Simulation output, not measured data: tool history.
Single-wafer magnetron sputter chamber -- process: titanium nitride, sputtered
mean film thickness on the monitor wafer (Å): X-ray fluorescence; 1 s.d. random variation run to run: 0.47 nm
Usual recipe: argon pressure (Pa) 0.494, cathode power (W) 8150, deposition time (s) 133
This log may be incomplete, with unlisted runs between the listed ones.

| run | day | argon pressure (Pa) | cathode power (W) | deposition time (s) | read-back reference wafer on the same gauge, thickness_nm | mean film thickness on the monitor wafer (Å) |
|---|---|---|---|---|---|---|
| 1 | 0 | 0.494 | 8150 | 133 | 174.024 | 2099.37 |
|  | 1.696 | sputter target and shields replaced |
| 2 | 2.804 | 0.494 | 8150 | 133 | 173.995 | 2115.24 |
|  | 5.979 | capacitance manometer re-zeroed and calibrated, repeated, since the last time left the tool worse |
| 3 | 6.4 | 0.494 | 8150 | 133 | 173.987 | 2046.17 |
| 4 | 8.546 | 0.494 | 8150 | 133 | 173.89 | 2050.28 |
| 5 | 10.721 | 0.494 | 8750 | 133 | 173.988 | 2198.56 |
| 6 | 13.454 | 0.43 | 9700 | 133 | 174.049 | 2483.12 |
| 7 | 15.996 | 0.43 | 9700 | 133 | 174.015 | 2488.39 |
| 8 | 18.508 | 0.43 | 9700 | 133 | 174.032 | 2489.91 |
| 9 | 21.3 | 0.494 | 8150 | 133 | 173.95 | 2059.06 |
| 10 | 22.712 | 0.494 | 8150 | 133 | 174.025 | 2047.16 |
| 11 | 25.512 | 0.43 | 9550 | 157 | 173.991 | 2891.44 |
| 12 | 27.071 | 0.389 | 9500 | 158 | 174.068 | 2940.52 |
|  | 28.696 | sputter target and shields replaced |
| 13 | 29.242 | 0.494 | 8150 | 133 | 174.004 | 2050.33 |
| 14 | 30.938 | 0.494 | 8150 | 133 | 173.955 | 2066.06 |
| 15 | 33.338 | 0.494 | 9750 | 143 | 173.967 | 2635.91 |
| 16 | 35.625 | 0.494 | 8150 | 133 | 174.057 | 2067.24 |
| 17 | 37.175 | 0.494 | 8150 | 133 | 174.07 | 2064.21 |
| 18 | 39.783 | 0.494 | 6150 | 133 | 174.05 | 1568.31 |
| 19 | 42.042 | 0.661 | 9700 | 152 | 174.035 | 2664.42 |
| 20 | 43.267 | 0.494 | 10150 | 133 | 174.064 | 2573.43 |
| 21 | 45.625 | 0.328 | 9250 | 144 | 174.077 | 2670.45 |
| 22 | 47.442 | 0.494 | 7500 | 115 | 173.984 | 1657.92 |
| 23 | 48.575 | 0.494 | 8150 | 133 | 173.947 | 2082.62 |
| 24 | 49.954 | 0.494 | 8150 | 133 | 173.985 | 2080.11 |
|  | 50.475 | capacitance manometer re-zeroed and calibrated |
|  | 51.7 | gauge calibrated |
| 25 | 51.762 | 0.687 | 10150 | 157 | 173.968 | 2834.04 |
| 26 | 53.492 | 0.494 | 8150 | 133 | 174.037 | 2042.92 |
| 27 | 55.629 | 0.685 | 8150 | 133 | 173.988 | 1923.93 |
| 28 | 57.779 | 0.494 | 8150 | 133 | 174.079 | 2055.84 |
|  | 62.471 | sputter target and shields replaced |
| 29 | 62.775 | 0.394 | 10000 | 125 | 174.016 | 2424.56 |
| 30 | 63.975 | 0.494 | 8150 | 133 | 173.978 | 2051.37 |
| 31 | 65.058 | 0.366 | 6450 | 157 | 174.038 | 2002.96 |
| 32 | 66.479 | 0.494 | 7400 | 133 | 174.057 | 1865.27 |
| 33 | 69.35 | 0.494 | 7100 | 107 | 174.004 | 1441.69 |
| 34 | 71.85 | 0.494 | 6300 | 133 | 173.937 | 1596.07 |

4 ways to go on from here, each from the tool as it stands after run 34. What would each give?
| A | 71.867 | 0.494 | 8150 | 110 | ? | ? |
| B | 71.867 | 0.564 | 6850 | 125 | ? | ? |
| C | 71.867 | 0.494 | 8150 | 141 | ? | ? |
| D | 71.867 | 0.561 | 10000 | 133 | ? | ? |

| run | read-back reference wafer on the same gauge, thickness_nm | mean film thickness on the monitor wafer (Å) |
|---|---|---|
| A | 174.018 | 1702.97 |
| B | 174.018 | 1595.9 |
| C | 174.018 | 2182.89 |
| D | 174.018 | 2468.42 |
Had the tool no hidden state, the same runs would have come out as:
| run | mean film thickness on the monitor wafer (Å) |
|---|---|
| A | 1694.8 |
| B | 1587.37 |
| C | 2172.42 |
| D | 2455.29 |
